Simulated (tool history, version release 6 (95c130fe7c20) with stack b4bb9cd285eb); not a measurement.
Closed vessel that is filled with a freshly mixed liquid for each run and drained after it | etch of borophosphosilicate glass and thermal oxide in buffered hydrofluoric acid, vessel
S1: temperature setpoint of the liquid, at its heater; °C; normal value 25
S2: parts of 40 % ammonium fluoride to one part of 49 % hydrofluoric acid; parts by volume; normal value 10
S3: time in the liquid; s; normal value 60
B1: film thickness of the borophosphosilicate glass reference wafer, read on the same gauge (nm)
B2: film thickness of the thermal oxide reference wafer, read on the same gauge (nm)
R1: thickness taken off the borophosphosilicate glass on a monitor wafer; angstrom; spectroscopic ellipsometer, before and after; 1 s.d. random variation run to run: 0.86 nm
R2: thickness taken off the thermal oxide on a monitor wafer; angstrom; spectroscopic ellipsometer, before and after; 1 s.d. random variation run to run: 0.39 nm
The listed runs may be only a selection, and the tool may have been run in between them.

run 1 hour=0 | S1=25 S2=10 S3=60 | B1=90.05 B2=50 | R1=1249.5 R2=603.5
run 2 hour=101.2 | S1=25 S2=10 S3=60 | B1=89.95 B2=49.99 | R1=1240.5 R2=616.5
run 3 hour=147.6 | S1=25 S2=10 S3=60 | B1=89.97 B2=50.01 | R1=1254 R2=612.1
run 4 hour=226.2 | S1=25 S2=10 S3=60 | B1=89.97 B2=50 | R1=1257.5 R2=614.8
run 5 hour=289.7 | S1=27 S2=10 S3=60 | B1=90.03 B2=50 | R1=1397.8 R2=691.6
-- hour=293.4 thermometer replaced
run 6 hour=375.4 | S1=25 S2=10 S3=60 | B1=90.04 B2=49.99 | R1=1391.4 R2=681.8
-- hour=406.1 hydrofluoric acid flow meter replaced
run 7 hour=428 | S1=25 S2=9 S3=60 | B1=90 B2=50 | R1=1405.9 R2=688.6
run 8 hour=534.1 | S1=29.5 S2=12.5 S3=60 | B1=90 B2=50 | R1=1343.3 R2=662.5
run 9 hour=607.7 | S1=23.5 S2=7.5 S3=60 | B1=90 B2=50.02 | R1=1593.6 R2=783.9
run 10 hour=654.9 | S1=22 S2=6.5 S3=35 | B1=89.95 B2=50.01 | R1=988.9 R2=478.6
run 11 hour=758.7 | S1=25 S2=13 S3=80 | B1=90.05 B2=50.01 | R1=1387.4 R2=683.3
run 12 hour=821.4 | S1=29 S2=11.5 S3=30 | B1=90.03 B2=50 | R1=735.2 R2=359.7
run 13 hour=864 | S1=27.5 S2=10 S3=60 | B1=90.03 B2=50.01 | R1=1511.2 R2=736.5
run 14 hour=961.6 | S1=23.5 S2=7.5 S3=60 | B1=89.98 B2=50.01 | R1=1650 R2=810.8
run 15 hour=1014.1 | S1=21.5 S2=8 S3=35 | B1=89.99 B2=50.02 | R1=808.9 R2=398.5
run 16 hour=1076.7 | S1=27 S2=7 S3=30 | B1=90 B2=49.99 | R1=1063.6 R2=524.7
run 17 hour=1119.7 | S1=25 S2=10 S3=60 | B1=90.02 B2=49.99 | R1=1332.4 R2=656
run 18 hour=1166.8 | S1=25 S2=10 S3=70 | B1=90.01 B2=50.01 | R1=1581.5 R2=763.5
run 19 hour=1233.3 | S1=28 S2=6 S3=60 | B1=90.02 B2=50 | R1=2633.1 R2=1279.3
-- hour=1323.1 hydrofluoric acid flow meter replaced
run 20 hour=1336.6 | S1=28.5 S2=7 S3=30 | B1=90.01 B2=49.98 | R1=1054.5 R2=515.2
run 21 hour=1409.6 | S1=22 S2=14 S3=35 | B1=89.93 B2=50.01 | R1=441.2 R2=219.3
run 22 hour=1490.1 | S1=25 S2=10 S3=60 | B1=90.02 B2=50 | R1=1248.2 R2=615.2
run 23 hour=1807.9 | S1=26.5 S2=10 S3=60 | B1=90.03 B2=50 | R1=1363.1 R2=678.4
run 24 hour=1848.4 | S1=25 S2=10 S3=60 | B1=90.02 B2=50.01 | R1=1266.7 R2=615.8
run 25 hour=1936.6 | S1=23.5 S2=10 S3=85 | B1=90.02 B2=50 | R1=1661.5 R2=807.9

Each row is a separate what-if for the run after 25, all from the same tool condition, not one after another. Results?
run A hour=1937.3 | S1=28 S2=10 S3=60 | B1=? B2=? | R1=? R2=?
run B hour=1937.3 | S1=25 S2=8.5 S3=80 | B1=? B2=? | R1=? R2=?
run C hour=1937.3 | S1=29 S2=10 S3=60 | B1=? B2=? | R1=? R2=?
run D hour=1937.3 | S1=25 S2=10 S3=45 | B1=? B2=? | R1=? R2=?

run=A B1=90.02 B2=50 R1=1497.1 R2=732.6
run=B B1=90.02 B2=50 R1=2013.8 R2=981.8
run=C B1=90.02 B2=50 R1=1578.5 R2=772.8
run=D B1=90.02 B2=50 R1=956.1 R2=467
What these runs would have given with no unlogged condition in the tool:
run=A R1=1545 R2=757.2
run=B R1=2000.2 R2=977.2
run=C R1=1628.2 R2=798.4
run=D R1=988.2 R2=483.5

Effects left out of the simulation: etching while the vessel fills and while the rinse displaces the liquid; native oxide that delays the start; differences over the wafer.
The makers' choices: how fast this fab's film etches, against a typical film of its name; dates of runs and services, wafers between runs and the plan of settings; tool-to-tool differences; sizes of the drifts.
